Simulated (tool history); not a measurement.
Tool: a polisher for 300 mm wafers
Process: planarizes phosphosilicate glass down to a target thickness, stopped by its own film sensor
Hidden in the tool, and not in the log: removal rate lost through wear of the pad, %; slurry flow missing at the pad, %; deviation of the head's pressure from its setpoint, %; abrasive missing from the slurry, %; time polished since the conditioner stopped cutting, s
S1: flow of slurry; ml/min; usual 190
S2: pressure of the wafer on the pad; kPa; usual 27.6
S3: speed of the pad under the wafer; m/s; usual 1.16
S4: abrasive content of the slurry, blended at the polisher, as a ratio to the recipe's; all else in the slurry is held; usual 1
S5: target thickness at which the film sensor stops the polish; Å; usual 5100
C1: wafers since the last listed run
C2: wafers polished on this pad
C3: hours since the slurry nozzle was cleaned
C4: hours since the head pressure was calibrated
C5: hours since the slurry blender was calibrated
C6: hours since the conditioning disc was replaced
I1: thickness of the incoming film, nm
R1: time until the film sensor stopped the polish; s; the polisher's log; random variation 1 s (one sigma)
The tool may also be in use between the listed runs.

run	hour	S1	S2	S3	S4	S5	C1	C2	C3	C4	C5	C6	I1	R1
1	0	190	27.6	1.16	1	5100	0	657	692.3	381.8	267.7	376.7	1432.1	105.5
# hour 12.9: worn pad replaced by a new one
2	15.1	190	27.6	1.16	1	5100	90	17	707.4	396.9	282.8	391.8	1429.9	103.6
3	22.7	190	27.6	1.16	1	5100	61	79	715	404.5	290.4	399.4	1420	98.7
4	30.8	190	27.6	1.16	1	5100	65	145	723.1	412.6	298.5	407.5	1419.4	102.6
5	41.3	190	27.6	1.16	1	5100	85	230	733.6	423.1	309	418	1399.6	100.6
6	51.7	190	27.6	1.16	1	5100	84	315	744	433.5	319.4	428.4	1419.2	106.2
# hour 68.6: slurry blender recalibrated
7	69.1	165	27.6	1.16	1	5100	125	440	761.4	450.9	0.5	445.8	1407	104.7
8	77.3	165	27.6	1.16	1	5100	66	506	769.6	459.1	8.7	454	1429.4	107.8
9	86.1	165	27.6	1.16	1	5100	71	578	778.4	467.9	17.5	462.8	1439.9	111.3
# hour 91.1: conditioning disc replaced and pad reconditioned
10	94.8	190	27.6	1.16	1	5100	54	632	787.1	476.6	26.2	3.7	1402.8	71.8
11	106.5	190	27.6	1	0.8	5100	95	727	798.8	488.3	37.9	15.4	1435.3	99.7
# hour 116: slurry nozzle cleaned
12	116.5	190	27.6	1.16	1	5100	73	801	0.5	498.3	47.9	25.4	1406.9	73.7
# hour 125.4: worn pad replaced by a new one
13	125.9	140	27.6	0.82	1.25	3980	43	3	9.9	507.7	57.3	34.8	1420	87.6
14	138.7	190	27.6	1.16	0.7	5100	104	107	22.7	520.5	70.1	47.6	1427.2	107.3
# hour 145.3: head pressure recalibrated
15	155.2	190	27.6	1.16	1.2	5100	117	225	39.2	9.9	86.6	64.1	1408.7	67.9
16	173.1	170	27.6	1.16	1	5100	145	371	57.1	27.8	104.5	82	1434.8	81.1
17	187.1	190	33.1	0.88	1.25	5100	113	484	71.1	41.8	118.5	96	1423	66.8
18	197.2	190	27.6	1	0.8	5100	82	567	81.2	51.9	128.6	106.1	1442.5	105.3
19	203.3	190	27.6	1.16	1	5100	49	616	87.3	58	134.7	112.2	1438.9	80.9
20	211	225	27.6	1.16	1	5100	62	679	95	65.7	142.4	119.9	1432.8	81.6

Measured less the same run without the tool's hidden state. The same run-to-run variation is in both; the gauge's scatter may not be:
run	R1
1	+31.9
2	+32
3	+30.8
4	+32.4
5	+32.2
6	+34.5
7	+34.7
8	+36.1
9	+37.6
10	+2.1
11	+4
12	+4.1
13	+4.8
14	+8.5
15	+6.5
16	+9.2
17	+8.5
18	+13.3
19	+11.3
20	+12

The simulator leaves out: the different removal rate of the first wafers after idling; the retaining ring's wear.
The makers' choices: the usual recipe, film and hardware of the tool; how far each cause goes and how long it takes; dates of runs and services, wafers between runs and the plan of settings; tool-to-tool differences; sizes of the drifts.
